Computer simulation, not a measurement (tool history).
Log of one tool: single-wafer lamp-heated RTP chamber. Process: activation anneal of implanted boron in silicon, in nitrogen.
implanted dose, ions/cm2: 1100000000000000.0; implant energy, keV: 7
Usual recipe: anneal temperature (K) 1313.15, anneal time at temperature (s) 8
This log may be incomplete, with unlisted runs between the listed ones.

run	hour	anneal temperature (K)	anneal time at temperature (s)	read-back reference wafer on the same gauge, sheet resistance	sheet resistance of the implanted and annealed layer (ohm/square)
1	0	1313.15	12	125.09	123.91
# hour 79.7: pyrometer window cleaned and pyrometer calibrated
2	91.9	1329.15	8	125.08	121.4
3	135.8	1321.15	8	125.02	124.34
# hour 214.3: gauge calibrated
4	223.3	1313.15	7	124.98	127.16
# hour 301.4: pyrometer window cleaned and pyrometer calibrated
5	306.2	1331.15	8	124.94	121.14
6	376.8	1331.15	8	124.93	119.72
7	439.3	1313.15	8	125.23	126.72
8	488.6	1313.15	8	124.99	126.1
# hour 506.2: pyrometer window cleaned and pyrometer calibrated
# hour 564: reflector plate cleaned
9	572.1	1313.15	10	125.18	127.49
10	683.1	1285.15	7	124.82	140.04
# hour 732.7: pyrometer window cleaned and pyrometer calibrated
11	742.1	1313.15	8	124.97	127.02
12	841.1	1289.15	11	124.98	132.31
# hour 854.7: gauge calibrated
13	896	1313.15	8	125.04	128.02
# hour 938.3: pyrometer window cleaned and pyrometer calibrated
14	967.8	1298.15	12	124.83	128.68
15	1013.6	1313.15	5	125	129.9
16	1107.4	1313.15	8	125.11	125.65
17	1168.5	1313.15	6	124.86	128.17

What the log doesn't show, run by run:
true wafer temperature minus pyrometer reading, K: 0 in every run
gauge reads high (%): 0 in every run
H1: wafer temperature error from the tarnished reflector plate, K
run	H1
1	5.79
2	6.81
3	7.18
4	7.75
5	8.12
6	8.36
7	8.52
8	8.62
9	1.34
10	4.3
11	5.4
12	6.75
13	7.3
14	7.85
15	8.13
16	8.56
17	8.77

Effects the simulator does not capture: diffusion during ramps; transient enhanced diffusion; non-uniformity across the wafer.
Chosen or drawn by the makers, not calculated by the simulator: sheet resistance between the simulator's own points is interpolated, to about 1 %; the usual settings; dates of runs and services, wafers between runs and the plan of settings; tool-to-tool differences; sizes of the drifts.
